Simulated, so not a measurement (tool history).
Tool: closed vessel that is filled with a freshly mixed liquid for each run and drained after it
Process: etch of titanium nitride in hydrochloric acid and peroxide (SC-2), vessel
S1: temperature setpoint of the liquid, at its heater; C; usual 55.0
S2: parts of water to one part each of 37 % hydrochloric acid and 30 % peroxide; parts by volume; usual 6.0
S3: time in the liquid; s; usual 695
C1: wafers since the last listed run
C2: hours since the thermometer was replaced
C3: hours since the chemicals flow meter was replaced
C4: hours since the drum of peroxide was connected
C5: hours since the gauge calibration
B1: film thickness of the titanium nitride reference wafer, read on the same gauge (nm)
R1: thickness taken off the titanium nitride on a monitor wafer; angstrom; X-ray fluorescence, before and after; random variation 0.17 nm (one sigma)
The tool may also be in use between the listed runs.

| run | hour | S1 | S2 | S3 | C1 | C2 | C3 | C4 | C5 | B1 | R1 |
|---|---|---|---|---|---|---|---|---|---|---|---|
| 1 | 0.0 | 55.0 | 6.0 | 805 | 0 | 1493.9 | 664.5 | 361.9 | 151.2 | 130.01 | 500.2 |
| 2 | 35.1 | 55.0 | 6.0 | 805 | 2796 | 1529.0 | 699.6 | 397.0 | 186.3 | 129.98 | 505.1 |
| 3 | 97.8 | 55.0 | 8.5 | 795 | 4995 | 1591.7 | 762.3 | 459.7 | 249.0 | 129.99 | 378.3 |
| 4 | 116.7 | 55.0 | 6.0 | 695 | 1505 | 1610.6 | 781.2 | 478.6 | 267.9 | 130.01 | 436.8 |
| 5 | 132.3 | 55.0 | 6.0 | 695 | 1242 | 1626.2 | 796.8 | 494.2 | 283.5 | 130.00 | 435.7 |
| 6 | 149.2 | 55.0 | 6.0 | 695 | 1346 | 1643.1 | 813.7 | 511.1 | 300.4 | 129.98 | 436.4 |
| 7 | 176.0 | 55.0 | 6.0 | 695 | 2135 | 1669.9 | 840.5 | 537.9 | 327.2 | 129.98 | 439.3 |
|  | 193.8 | thermometer replaced |
| 8 | 197.9 | 55.0 | 6.0 | 695 | 1665 | 4.1 | 862.4 | 559.8 | 349.1 | 130.01 | 382.0 |
| 9 | 216.4 | 55.0 | 6.0 | 695 | 1474 | 22.6 | 880.9 | 578.3 | 367.6 | 130.03 | 382.2 |
| 10 | 235.7 | 55.0 | 6.0 | 695 | 1537 | 41.9 | 900.2 | 597.6 | 386.9 | 130.03 | 383.4 |
| 11 | 265.3 | 55.0 | 6.0 | 695 | 2358 | 71.5 | 929.8 | 627.2 | 416.5 | 129.96 | 381.8 |
| 12 | 282.2 | 55.0 | 6.0 | 695 | 1346 | 88.4 | 946.7 | 644.1 | 433.4 | 129.97 | 382.9 |
| 13 | 321.3 | 55.0 | 6.0 | 695 | 3115 | 127.5 | 985.8 | 683.2 | 472.5 | 129.98 | 382.0 |
| 14 | 338.4 | 55.0 | 6.0 | 695 | 1362 | 144.6 | 1002.9 | 700.3 | 489.6 | 130.00 | 382.7 |
| 15 | 371.0 | 55.0 | 6.0 | 695 | 2597 | 177.2 | 1035.5 | 732.9 | 522.2 | 130.01 | 388.1 |
|  | 383.0 | new drum of peroxide connected |
| 16 | 391.1 | 52.0 | 6.0 | 345 | 1521 | 197.3 | 1055.6 | 8.1 | 542.3 | 130.02 | 158.3 |
| 17 | 404.4 | 55.0 | 6.0 | 695 | 1059 | 210.6 | 1068.9 | 21.4 | 555.6 | 130.00 | 387.5 |
| 18 | 417.6 | 59.0 | 8.0 | 585 | 1051 | 223.8 | 1082.1 | 34.6 | 568.8 | 129.98 | 336.6 |
| 19 | 434.9 | 59.5 | 6.0 | 900 | 1378 | 241.1 | 1099.4 | 51.9 | 586.1 | 129.99 | 673.4 |
|  | 442.3 | chemicals flow meter replaced |
|  | 447.4 | gauge calibrated |
| 20 | 458.0 | 58.0 | 9.0 | 405 | 1760 | 264.2 | 15.7 | 75.0 | 10.6 | 130.00 | 200.1 |
| 21 | 475.9 | 55.0 | 6.0 | 695 | 1426 | 282.1 | 33.6 | 92.9 | 28.5 | 130.00 | 393.7 |
| 22 | 496.2 | 58.5 | 6.0 | 950 | 1617 | 302.4 | 53.9 | 113.2 | 48.8 | 130.00 | 668.5 |
| 23 | 522.6 | 63.5 | 5.0 | 300 | 2103 | 328.8 | 80.3 | 139.6 | 75.2 | 130.02 | 331.0 |
| 24 | 535.6 | 64.0 | 7.0 | 820 | 1035 | 341.8 | 93.3 | 152.6 | 88.2 | 130.03 | 725.5 |
| 25 | 554.7 | 55.0 | 6.0 | 805 | 1521 | 360.9 | 112.4 | 171.7 | 107.3 | 129.99 | 454.0 |
| 26 | 570.5 | 55.0 | 6.0 | 980 | 1258 | 376.7 | 128.2 | 187.5 | 123.1 | 130.00 | 554.1 |
| 27 | 600.2 | 45.0 | 8.0 | 980 | 2366 | 406.4 | 157.9 | 217.2 | 152.8 | 130.01 | 229.0 |
| 28 | 627.7 | 50.5 | 7.0 | 695 | 2191 | 433.9 | 185.4 | 244.7 | 180.3 | 130.01 | 262.4 |

Forecast each of these 5 alternatives for the next run:
| A | 628.5 | 55.0 | 6.0 | 695 | 63 | 434.7 | 186.2 | 245.5 | 181.1 | ? | ? |
| B | 628.5 | 48.5 | 6.0 | 840 | 63 | 434.7 | 186.2 | 245.5 | 181.1 | ? | ? |
| C | 628.5 | 59.0 | 5.0 | 695 | 63 | 434.7 | 186.2 | 245.5 | 181.1 | ? | ? |
| D | 628.5 | 55.0 | 8.0 | 545 | 63 | 434.7 | 186.2 | 245.5 | 181.1 | ? | ? |
| E | 628.5 | 49.0 | 4.0 | 695 | 63 | 434.7 | 186.2 | 245.5 | 181.1 | ? | ? |

| run | B1 | R1 |
|---|---|---|
| A | 130.00 | 393.1 |
| B | 130.00 | 310.0 |
| C | 130.00 | 579.4 |
| D | 130.00 | 246.6 |
| E | 130.00 | 353.7 |
Without the tool's hidden state the same runs would have given:
| run | R1 |
|---|---|
| A | 375.3 |
| B | 295.4 |
| C | 553.8 |
| D | 235.4 |
| E | 337.0 |
